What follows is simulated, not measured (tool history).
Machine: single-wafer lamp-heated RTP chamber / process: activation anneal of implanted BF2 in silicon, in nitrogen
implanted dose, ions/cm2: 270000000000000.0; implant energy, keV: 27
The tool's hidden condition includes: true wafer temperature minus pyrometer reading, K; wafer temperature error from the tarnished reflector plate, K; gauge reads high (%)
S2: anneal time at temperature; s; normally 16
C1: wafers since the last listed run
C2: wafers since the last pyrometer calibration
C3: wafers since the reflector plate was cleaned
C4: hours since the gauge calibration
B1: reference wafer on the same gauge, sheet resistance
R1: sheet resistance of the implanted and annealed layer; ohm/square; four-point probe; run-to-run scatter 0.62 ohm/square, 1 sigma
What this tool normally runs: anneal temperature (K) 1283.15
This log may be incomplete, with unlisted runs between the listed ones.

Run 1, hour 0.0: usual settings but anneal temperature (K) 1300.15; C1 0; C2 201; C3 2643; C4 2394.6; B1 392.24. Result: R1 405.97 ohm/square.
Run 2, hour 66.7: usual settings but S2 18 s; C1 643; C2 844; C3 3286; C4 2461.3; B1 392.46. Result: R1 407.01 ohm/square.
Run 3, hour 104.1: usual settings but S2 18 s; C1 360; C2 1205; C3 3646; C4 2498.7; B1 391.93. Result: R1 406.26 ohm/square.
Run 4, hour 158.9: usual settings but S2 18 s; C1 528; C2 1733; C3 4175; C4 2553.5; B1 391.89. Result: R1 405.83 ohm/square.
At hour 192.7: gauge calibrated.
Run 5, hour 198.0: usual settings but anneal temperature (K) 1301.15, S2 10 s; C1 376; C2 2110; C3 4551; C4 5.3; B1 397.24. Result: R1 413.38 ohm/square.
Run 6, hour 232.9: usual settings; C1 336; C2 2446; C3 4888; C4 40.2; B1 397.19. Result: R1 411.86 ohm/square.
Run 7, hour 267.3: usual settings; C1 331; C2 2778; C3 5220; C4 74.6; B1 397.08. Result: R1 411.62 ohm/square.
Run 8, hour 296.2: usual settings; C1 278; C2 3057; C3 5498; C4 103.5; B1 397.14. Result: R1 411.99 ohm/square.
Run 9, hour 321.4: usual settings but anneal temperature (K) 1298.15; C1 242; C2 3299; C3 5741; C4 128.7; B1 396.92. Result: R1 409.95 ohm/square.
Run 10, hour 376.0: usual settings but anneal temperature (K) 1298.15; C1 526; C2 3826; C3 6268; C4 183.3; B1 396.89. Result: R1 410.83 ohm/square.
Run 11, hour 421.8: usual settings; C1 441; C2 4267; C3 6709; C4 229.1; B1 397.10. Result: R1 411.51 ohm/square.
At hour 454.6: reflector plate cleaned.
Run 12, hour 457.0: usual settings; C1 262; C2 4530; C3 23; C4 264.3; B1 396.50. Result: R1 411.81 ohm/square.
Run 13, hour 527.2: usual settings; C1 676; C2 5206; C3 700; C4 334.5; B1 396.55. Result: R1 411.20 ohm/square.
At hour 544.8: pyrometer window cleaned and pyrometer calibrated.
Run 14, hour 589.6: usual settings but anneal temperature (K) 1271.15, S2 22 s; C1 524; C2 432; C3 1224; C4 396.9; B1 396.20. Result: R1 411.80 ohm/square.
Run 15, hour 618.1: usual settings but anneal temperature (K) 1306.15, S2 12 s; C1 274; C2 706; C3 1499; C4 425.4; B1 396.23. Result: R1 411.58 ohm/square.
Run 16, hour 660.4: usual settings but anneal temperature (K) 1254.15; C1 407; C2 1114; C3 1907; C4 467.7; B1 395.81. Result: R1 417.46 ohm/square.
Run 17, hour 726.0: usual settings but anneal temperature (K) 1259.15, S2 24 s; C1 632; C2 1747; C3 2539; C4 533.3; B1 395.74. Result: R1 412.95 ohm/square.
Run 18, hour 771.9: usual settings but anneal temperature (K) 1293.15, S2 12 s; C1 442; C2 2189; C3 2982; C4 579.2; B1 396.02. Result: R1 412.05 ohm/square.
Run 19, hour 808.7: usual settings but anneal temperature (K) 1293.15, S2 12 s; C1 354; C2 2544; C3 3336; C4 616.0; B1 395.71. Result: R1 412.58 ohm/square.
Run 20, hour 850.0: usual settings; C1 398; C2 2942; C3 3735; C4 657.3; B1 395.73. Result: R1 410.71 ohm/square.
Run 21, hour 911.3: usual settings but S2 7 s; C1 590; C2 3533; C3 4326; C4 718.6; B1 395.67. Result: R1 412.72 ohm/square.
Run 22, hour 958.0: usual settings but anneal temperature (K) 1258.15, S2 21 s; C1 450; C2 3983; C3 4776; C4 765.3; B1 395.37. Result: R1 414.09 ohm/square.
Run 23, hour 986.3: usual settings; C1 272; C2 4256; C3 5049; C4 793.6; B1 395.14. Result: R1 409.91 ohm/square.
Run 24, hour 1042.1: usual settings but anneal temperature (K) 1304.15, S2 7 s; C1 537; C2 4794; C3 5587; C4 849.4; B1 395.11. Result: R1 412.43 ohm/square.
Run 25, hour 1123.9: usual settings but anneal temperature (K) 1274.15, S2 9 s; C1 788; C2 5583; C3 6375; C4 931.2; B1 395.07. Result: R1 413.77 ohm/square.
At hour 1154.1: pyrometer window cleaned and pyrometer calibrated.
Run 26, hour 1189.8: usual settings but anneal temperature (K) 1255.15; C1 558; C2 344; C3 6933; C4 997.1; B1 394.84. Result: R1 416.76 ohm/square.
At hour 1248.5: reflector plate cleaned.
Run 27, hour 1249.0: usual settings but anneal temperature (K) 1258.15, S2 25 s; C1 493; C2 838; C3 4; C4 1056.3; B1 394.77. Result: R1 413.29 ohm/square.
Run 28, hour 1300.5: usual settings; C1 496; C2 1334; C3 501; C4 1107.8; B1 394.67. Result: R1 410.17 ohm/square.
Run 29, hour 1330.4: usual settings but anneal temperature (K) 1266.15; C1 288; C2 1622; C3 789; C4 1137.7; B1 394.40. Result: R1 412.72 ohm/square.
Run 30, hour 1372.0: usual settings but S2 21 s; C1 401; C2 2024; C3 1190; C4 1179.3; B1 394.48. Result: R1 409.16 ohm/square.
Run 31, hour 1411.2: usual settings; C1 377; C2 2401; C3 1568; C4 1218.5; B1 394.34. Result: R1 408.94 ohm/square.
Run 32, hour 1441.3: usual settings but anneal temperature (K) 1296.15; C1 290; C2 2692; C3 1858; C4 1248.6; B1 394.19. Result: R1 407.69 ohm/square.
Run 33, hour 1496.4: usual settings but anneal temperature (K) 1312.15; C1 531; C2 3223; C3 2389; C4 1303.7; B1 394.32. Result: R1 406.03 ohm/square.
Run 34, hour 1526.7: usual settings but anneal temperature (K) 1312.15, S2 24 s; C1 292; C2 3515; C3 2682; C4 1334.0; B1 394.12. Result: R1 403.10 ohm/square.
Run 35, hour 1572.3: usual settings but S2 23 s; C1 439; C2 3955; C3 3121; C4 1379.6; B1 393.90. Result: R1 408.85 ohm/square.
Run 36, hour 1629.0: usual settings; C1 546; C2 4501; C3 3668; C4 1436.3; B1 394.05. Result: R1 409.13 ohm/square.
At hour 1674.8: pyrometer window cleaned and pyrometer calibrated.
Run 37, hour 1698.4: usual settings but anneal temperature (K) 1258.15, S2 19 s; C1 591; C2 227; C3 4260; C4 1505.7; B1 393.65. Result: R1 412.71 ohm/square.

How would selected steps in R1 from run to run divide? Give the signed amount a tool lacking its hidden state would still show from settings, what came in and random variation, and the signed amount left for the hidden state, including any gauge scatter that is not in both of the compared results.
Run 4 -> 5: anneal temperature (K) 1283.15 -> 1301.15, S2 18 -> 10, gauge calibrated. R1 +7.55 ohm/square: hidden state +5.51, all else +2.04.
Run 15 -> 16: anneal temperature (K) 1306.15 -> 1254.15, S2 12 -> 16. R1 +5.88 ohm/square: hidden state -0.14, all else +6.02.
Run 24 -> 25: anneal temperature (K) 1304.15 -> 1274.15, S2 7 -> 9. R1 +1.34 ohm/square: hidden state -0.22, all else +1.56.
Run 34 -> 35: anneal temperature (K) 1312.15 -> 1283.15, S2 24 -> 23. R1 +5.75 ohm/square: hidden state -0.18, all else +5.93.
Run 36 -> 37: anneal temperature (K) 1283.15 -> 1258.15, S2 16 -> 19, pyrometer window cleaned and pyrometer calibrated. R1 +3.58 ohm/square: hidden state -0.22, all else +3.80.
